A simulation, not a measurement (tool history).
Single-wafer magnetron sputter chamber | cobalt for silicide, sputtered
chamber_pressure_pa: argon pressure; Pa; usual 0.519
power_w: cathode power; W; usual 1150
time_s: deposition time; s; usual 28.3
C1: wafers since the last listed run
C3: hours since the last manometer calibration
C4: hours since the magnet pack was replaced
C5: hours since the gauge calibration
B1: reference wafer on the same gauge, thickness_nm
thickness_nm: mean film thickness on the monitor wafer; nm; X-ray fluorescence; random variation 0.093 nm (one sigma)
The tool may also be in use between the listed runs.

Run 1, hour 0.0: usual settings; C1 0; wafers on the sputter target 5072; C3 1700.4; C4 6640.3; C5 355.0; B1 17.239. Result: thickness_nm 14.805 nm.
At hour 21.9: sputter target and shields replaced.
Run 2, hour 22.4: usual settings but chamber_pressure_pa 0.419 Pa; C1 257; wafers on the sputter target 8; C3 1722.8; C4 6662.7; C5 377.4; B1 17.213. Result: thickness_nm 14.560 nm.
Run 3, hour 31.1: usual settings but chamber_pressure_pa 0.419 Pa; C1 155; wafers on the sputter target 164; C3 1731.5; C4 6671.4; C5 386.1; B1 17.236. Result: thickness_nm 14.577 nm.
Run 4, hour 50.2: usual settings; C1 341; wafers on the sputter target 506; C3 1750.6; C4 6690.5; C5 405.2; B1 17.210. Result: thickness_nm 13.941 nm.
At hour 91.5: capacitance manometer re-zeroed and calibrated.
Run 5, hour 92.0: usual settings; C1 604; wafers on the sputter target 1110; C3 0.5; C4 6732.3; C5 447.0; B1 17.198. Result: thickness_nm 13.775 nm.
Run 6, hour 106.8: usual settings; C1 264; wafers on the sputter target 1375; C3 15.3; C4 6747.1; C5 461.8; B1 17.167. Result: thickness_nm 13.832 nm.
Run 7, hour 128.1: usual settings; C1 380; wafers on the sputter target 1756; C3 36.6; C4 6768.4; C5 483.1; B1 17.213. Result: thickness_nm 13.755 nm.
Run 8, hour 162.8: usual settings; C1 620; wafers on the sputter target 2376; C3 71.3; C4 6803.1; C5 517.8; B1 17.184. Result: thickness_nm 13.576 nm.
At hour 184.1: sputter target and shields replaced, repeated, since the last time left the tool worse.
Run 9, hour 184.6: usual settings; C1 246; wafers on the sputter target 8; C3 93.1; C4 6824.9; C5 539.6; B1 17.217. Result: thickness_nm 15.753 nm.
Run 10, hour 211.0: usual settings; C1 472; wafers on the sputter target 480; C3 119.5; C4 6851.3; C5 566.0; B1 17.178. Result: thickness_nm 15.371 nm.
Run 11, hour 242.1: usual settings but chamber_pressure_pa 0.399 Pa, power_w 900 W, time_s 23.4 s; C1 556; wafers on the sputter target 1036; C3 150.6; C4 6882.4; C5 597.1; B1 17.236. Result: thickness_nm 11.025 nm.
Run 12, hour 276.3: usual settings but chamber_pressure_pa 0.324 Pa, power_w 1350 W, time_s 31.1 s; C1 611; wafers on the sputter target 1648; C3 184.8; C4 6916.6; C5 631.3; B1 17.191. Result: thickness_nm 19.457 nm.
Run 13, hour 304.1: usual settings but power_w 900 W, time_s 32.3 s; C1 497; wafers on the sputter target 2145; C3 212.6; C4 6944.4; C5 659.1; B1 17.238. Result: thickness_nm 14.646 nm.
At hour 334.4: magnet pack replaced.
Run 14, hour 335.3: usual settings but power_w 1350 W, time_s 26.1 s; C1 414; wafers on the sputter target 2560; C3 243.8; C4 0.9; C5 690.3; B1 17.190. Result: thickness_nm 15.680 nm.
Run 15, hour 368.7: usual settings but chamber_pressure_pa 0.314 Pa, power_w 1450 W, time_s 31.5 s; C1 597; wafers on the sputter target 3157; C3 277.2; C4 34.3; C5 723.7; B1 17.191. Result: thickness_nm 20.954 nm.
Run 16, hour 383.6: usual settings but chamber_pressure_pa 0.691 Pa, power_w 1300 W, time_s 31.9 s; C1 266; wafers on the sputter target 3424; C3 292.1; C4 49.2; C5 738.6; B1 17.241. Result: thickness_nm 17.783 nm.
Run 17, hour 441.8: usual settings but power_w 1350 W, time_s 26.1 s; C1 1040; wafers on the sputter target 4465; C3 350.3; C4 107.4; C5 796.8; B1 17.201. Result: thickness_nm 15.605 nm.
Run 18, hour 464.6: usual settings but power_w 950 W, time_s 32.6 s; C1 407; wafers on the sputter target 4872; C3 373.1; C4 130.2; C5 819.6; B1 17.193. Result: thickness_nm 15.138 nm.
At hour 496.4: sputter target and shields replaced.
Run 19, hour 496.9: usual settings but chamber_pressure_pa 0.366 Pa, power_w 1200 W; C1 434; wafers on the sputter target 9; C3 405.4; C4 162.5; C5 851.9; B1 17.142. Result: thickness_nm 16.951 nm.
Run 20, hour 528.7: usual settings; C1 568; wafers on the sputter target 578; C3 437.2; C4 194.3; C5 883.7; B1 17.188. Result: thickness_nm 15.701 nm.
At hour 535.6: gauge calibrated.
Run 21, hour 562.2: usual settings; C1 599; wafers on the sputter target 1177; C3 470.7; C4 227.8; C5 26.6; B1 17.221. Result: thickness_nm 15.348 nm.
Run 22, hour 581.9: usual settings but time_s 30.4 s; C1 352; wafers on the sputter target 1529; C3 490.4; C4 247.5; C5 46.3; B1 17.179. Result: thickness_nm 16.381 nm.
Run 23, hour 600.1: usual settings but time_s 30.9 s; C1 325; wafers on the sputter target 1854; C3 508.6; C4 265.7; C5 64.5; B1 17.147. Result: thickness_nm 16.491 nm.
Run 24, hour 627.0: usual settings but chamber_pressure_pa 0.726 Pa, time_s 26.0 s; C1 481; wafers on the sputter target 2335; C3 535.5; C4 292.6; C5 91.4; B1 17.206. Result: thickness_nm 13.459 nm.
Run 25, hour 653.2: usual settings but chamber_pressure_pa 0.459 Pa, power_w 900 W, time_s 32.7 s; C1 468; wafers on the sputter target 2804; C3 561.7; C4 318.8; C5 117.6; B1 17.181. Result: thickness_nm 15.198 nm.
Run 26, hour 671.5: usual settings but power_w 1300 W, time_s 24.8 s; C1 327; wafers on the sputter target 3131; C3 580.0; C4 337.1; C5 135.9; B1 17.210. Result: thickness_nm 14.432 nm.
Run 27, hour 691.9: usual settings but power_w 1000 W, time_s 32.9 s; C1 364; wafers on the sputter target 3496; C3 600.4; C4 357.5; C5 156.3; B1 17.196. Result: thickness_nm 15.994 nm.
Run 28, hour 709.2: usual settings but chamber_pressure_pa 0.460 Pa, power_w 950 W, time_s 30.2 s; C1 309; wafers on the sputter target 3805; C3 617.7; C4 374.8; C5 173.6; B1 17.198. Result: thickness_nm 14.243 nm.
At hour 748.2: sputter target and shields replaced.
Run 29, hour 748.7: usual settings; C1 563; wafers on the sputter target 8; C3 657.2; C4 414.3; C5 213.1; B1 17.215. Result: thickness_nm 15.819 nm.
Run 30, hour 773.6: usual settings but chamber_pressure_pa 0.314 Pa, power_w 1450 W, time_s 31.5 s; C1 445; wafers on the sputter target 453; C3 682.1; C4 439.2; C5 238.0; B1 17.180. Result: thickness_nm 21.712 nm.
Run 31, hour 785.7: usual settings but chamber_pressure_pa 0.701 Pa, power_w 1350 W; C1 216; wafers on the sputter target 670; C3 694.2; C4 451.3; C5 250.1; B1 17.205. Result: thickness_nm 16.820 nm.
Run 32, hour 817.6: usual settings; C1 570; wafers on the sputter target 1240; C3 726.1; C4 483.2; C5 282.0; B1 17.213. Result: thickness_nm 15.429 nm.
Run 33, hour 832.8: usual settings but power_w 1400 W; C1 271; wafers on the sputter target 1512; C3 741.3; C4 498.4; C5 297.2; B1 17.183. Result: thickness_nm 17.672 nm.
Run 34, hour 867.3: usual settings but time_s 33.5 s; C1 616; wafers on the sputter target 2129; C3 775.8; C4 532.9; C5 331.7; B1 17.206. Result: thickness_nm 17.940 nm.

Forecast each of these 5 alternatives for the next run:
Run A, hour 867.7: usual settings; C1 7; wafers on the sputter target 2136; C3 776.2; C4 533.3; C5 332.1; B1 ?. Result: thickness_nm ?.
Run B, hour 867.7: usual settings but chamber_pressure_pa 0.579 Pa, power_w 950 W, time_s 31.2 s; C1 7; wafers on the sputter target 2136; C3 776.2; C4 533.3; C5 332.1; B1 ?. Result: thickness_nm ?.
Run C, hour 867.7: usual settings but chamber_pressure_pa 0.346 Pa, power_w 1000 W, time_s 24.6 s; C1 7; wafers on the sputter target 2136; C3 776.2; C4 533.3; C5 332.1; B1 ?. Result: thickness_nm ?.
Run D, hour 867.7: usual settings but chamber_pressure_pa 0.705 Pa, power_w 1050 W; C1 7; wafers on the sputter target 2136; C3 776.2; C4 533.3; C5 332.1; B1 ?. Result: thickness_nm ?.
Run E, hour 867.7: usual settings but chamber_pressure_pa 0.649 Pa, power_w 1000 W, time_s 22.9 s; C1 7; wafers on the sputter target 2136; C3 776.2; C4 533.3; C5 332.1; B1 ?. Result: thickness_nm ?.

run      B1  thickness_nm
  A  17.169        15.009
  B  17.169        14.324
  C  17.169        12.277
  D  17.169        13.551
  E  17.169        10.727
Without the tool's hidden state the same runs would have given:
run  thickness_nm
  A        15.658
  B        14.944
  C        12.808
  D        14.137
  E        11.191

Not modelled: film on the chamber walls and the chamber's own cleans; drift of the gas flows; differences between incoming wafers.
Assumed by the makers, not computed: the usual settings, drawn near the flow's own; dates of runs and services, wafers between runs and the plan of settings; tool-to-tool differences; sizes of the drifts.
